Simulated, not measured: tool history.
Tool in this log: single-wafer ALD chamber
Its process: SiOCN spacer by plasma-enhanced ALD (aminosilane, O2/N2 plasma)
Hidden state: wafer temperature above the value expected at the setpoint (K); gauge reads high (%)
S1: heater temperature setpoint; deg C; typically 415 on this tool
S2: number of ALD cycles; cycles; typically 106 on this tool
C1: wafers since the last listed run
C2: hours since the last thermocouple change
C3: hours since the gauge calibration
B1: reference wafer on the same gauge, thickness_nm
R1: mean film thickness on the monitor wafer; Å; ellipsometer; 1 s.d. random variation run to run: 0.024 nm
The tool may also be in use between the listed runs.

{"run": 1, "hour": 0.0, "S1": 415, "S2": 102, "C1": 0, "C2": 2062.0, "C3": 675.6, "B1": 6.247, "R1": 56.3}
{"run": 2, "hour": 35.3, "S1": 415, "S2": 121, "C1": 104, "C2": 2097.3, "C3": 710.9, "B1": 6.241, "R1": 66.47}
{"run": 3, "hour": 171.4, "S1": 415, "S2": 121, "C1": 402, "C2": 2233.4, "C3": 847.0, "B1": 6.241, "R1": 66.27}
{"run": 4, "hour": 226.6, "S1": 415, "S2": 121, "C1": 163, "C2": 2288.6, "C3": 902.2, "B1": 6.251, "R1": 66.7}
{"run": 5, "hour": 253.3, "S1": 415, "S2": 106, "C1": 78, "C2": 2315.3, "C3": 928.9, "B1": 6.229, "R1": 58.59}
{"run": 6, "hour": 316.7, "S1": 415, "S2": 106, "C1": 187, "C2": 2378.7, "C3": 992.3, "B1": 6.244, "R1": 58.52}
{"run": 7, "hour": 366.6, "S1": 415, "S2": 106, "C1": 147, "C2": 2428.6, "C3": 1042.2, "B1": 6.232, "R1": 58.73}
{"run": 8, "hour": 417.0, "S1": 415, "S2": 106, "C1": 148, "C2": 2479.0, "C3": 1092.6, "B1": 6.238, "R1": 58.66}
{"run": 9, "hour": 465.4, "S1": 424, "S2": 106, "C1": 142, "C2": 2527.4, "C3": 1141.0, "B1": 6.242, "R1": 57.28}
{"run": 10, "hour": 515.6, "S1": 424, "S2": 106, "C1": 148, "C2": 2577.6, "C3": 1191.2, "B1": 6.23, "R1": 56.81}
{"run": 11, "hour": 575.2, "S1": 415, "S2": 106, "C1": 176, "C2": 2637.2, "C3": 1250.8, "B1": 6.249, "R1": 58.11}
{"run": 12, "hour": 646.4, "S1": 415, "S2": 106, "C1": 210, "C2": 2708.4, "C3": 1322.0, "B1": 6.232, "R1": 58.64}
{"run": 13, "hour": 680.2, "S1": 415, "S2": 106, "C1": 99, "C2": 2742.2, "C3": 1355.8, "B1": 6.234, "R1": 58.72}
{"run": 14, "hour": 732.7, "S1": 415, "S2": 106, "C1": 155, "C2": 2794.7, "C3": 1408.3, "B1": 6.231, "R1": 58.33}
{"run": 15, "hour": 792.6, "S1": 415, "S2": 106, "C1": 176, "C2": 2854.6, "C3": 1468.2, "B1": 6.241, "R1": 58.31}
{"run": 16, "hour": 849.8, "S1": 415, "S2": 106, "C1": 168, "C2": 2911.8, "C3": 1525.4, "B1": 6.243, "R1": 58.85}
{"run": 17, "hour": 901.3, "S1": 415, "S2": 106, "C1": 152, "C2": 2963.3, "C3": 1576.9, "B1": 6.249, "R1": 58.53}
{"hour": 926.0, "done": "gauge calibrated"}
{"run": 18, "hour": 936.4, "S1": 415, "S2": 106, "C1": 103, "C2": 2998.4, "C3": 10.4, "B1": 6.229, "R1": 58.62}
{"run": 19, "hour": 965.9, "S1": 415, "S2": 106, "C1": 87, "C2": 3027.9, "C3": 39.9, "B1": 6.244, "R1": 58.17}
{"run": 20, "hour": 1020.2, "S1": 415, "S2": 106, "C1": 160, "C2": 3082.2, "C3": 94.2, "B1": 6.236, "R1": 58.31}
{"run": 21, "hour": 1069.3, "S1": 405, "S2": 106, "C1": 145, "C2": 3131.3, "C3": 143.3, "B1": 6.226, "R1": 60.21}
{"run": 22, "hour": 1095.4, "S1": 419, "S2": 122, "C1": 77, "C2": 3157.4, "C3": 169.4, "B1": 6.225, "R1": 65.97}
{"hour": 1113.9, "done": "thermocouple changed; heater temperature recalibrated"}
{"run": 23, "hour": 1136.1, "S1": 404, "S2": 117, "C1": 96, "C2": 22.2, "C3": 210.1, "B1": 6.229, "R1": 66.94}
{"run": 24, "hour": 1171.6, "S1": 408, "S2": 112, "C1": 104, "C2": 57.7, "C3": 245.6, "B1": 6.234, "R1": 63.16}
{"run": 25, "hour": 1217.5, "S1": 421, "S2": 99, "C1": 135, "C2": 103.6, "C3": 291.5, "B1": 6.237, "R1": 53.73}
{"run": 26, "hour": 1255.4, "S1": 425, "S2": 112, "C1": 111, "C2": 141.5, "C3": 329.4, "B1": 6.221, "R1": 59.93}
{"run": 27, "hour": 1289.7, "S1": 403, "S2": 94, "C1": 101, "C2": 175.8, "C3": 363.7, "B1": 6.24, "R1": 53.48}
{"run": 28, "hour": 1315.7, "S1": 415, "S2": 106, "C1": 76, "C2": 201.8, "C3": 389.7, "B1": 6.239, "R1": 58.55}
{"run": 29, "hour": 1385.3, "S1": 404, "S2": 123, "C1": 205, "C2": 271.4, "C3": 459.3, "B1": 6.226, "R1": 70.8}
{"run": 30, "hour": 1449.8, "S1": 426, "S2": 106, "C1": 190, "C2": 335.9, "C3": 523.8, "B1": 6.244, "R1": 56.26}
{"run": 31, "hour": 1507.2, "S1": 410, "S2": 106, "C1": 169, "C2": 393.3, "C3": 581.2, "B1": 6.243, "R1": 59.39}
{"run": 32, "hour": 1717.7, "S1": 415, "S2": 106, "C1": 621, "C2": 603.8, "C3": 791.7, "B1": 6.243, "R1": 58.22}
{"run": 33, "hour": 1760.3, "S1": 415, "S2": 106, "C1": 125, "C2": 646.4, "C3": 834.3, "B1": 6.235, "R1": 58.44}
{"run": 34, "hour": 1814.8, "S1": 426, "S2": 120, "C1": 160, "C2": 700.9, "C3": 888.8, "B1": 6.252, "R1": 64.01}
{"run": 35, "hour": 1849.1, "S1": 408, "S2": 113, "C1": 101, "C2": 735.2, "C3": 923.1, "B1": 6.238, "R1": 63.81}
{"run": 36, "hour": 1904.7, "S1": 403, "S2": 113, "C1": 164, "C2": 790.8, "C3": 978.7, "B1": 6.239, "R1": 65.06}
{"run": 37, "hour": 1959.2, "S1": 415, "S2": 106, "C1": 160, "C2": 845.3, "C3": 1033.2, "B1": 6.24, "R1": 58.1}
{"run": 38, "hour": 1987.3, "S1": 402, "S2": 87, "C1": 83, "C2": 873.4, "C3": 1061.3, "B1": 6.246, "R1": 49.76}
{"run": 39, "hour": 2022.1, "S1": 404, "S2": 122, "C1": 102, "C2": 908.2, "C3": 1096.1, "B1": 6.238, "R1": 69.05}
{"run": 40, "hour": 2077.7, "S1": 415, "S2": 106, "C1": 164, "C2": 963.8, "C3": 1151.7, "B1": 6.245, "R1": 58.55}
{"run": 41, "hour": 2118.5, "S1": 403, "S2": 113, "C1": 120, "C2": 1004.6, "C3": 1192.5, "B1": 6.227, "R1": 64.32}
{"run": 42, "hour": 2167.0, "S1": 401, "S2": 106, "C1": 143, "C2": 1053.1, "C3": 1241.0, "B1": 6.234, "R1": 60.93}
{"run": 43, "hour": 2235.0, "S1": 415, "S2": 106, "C1": 200, "C2": 1121.1, "C3": 1309.0, "B1": 6.243, "R1": 58.2}

List, for all runs, the conditions of the tool that the log does not record:
wafer temperature above the value expected at the setpoint (K): 0 across all the runs
gauge reads high (%): 0 across all the runs
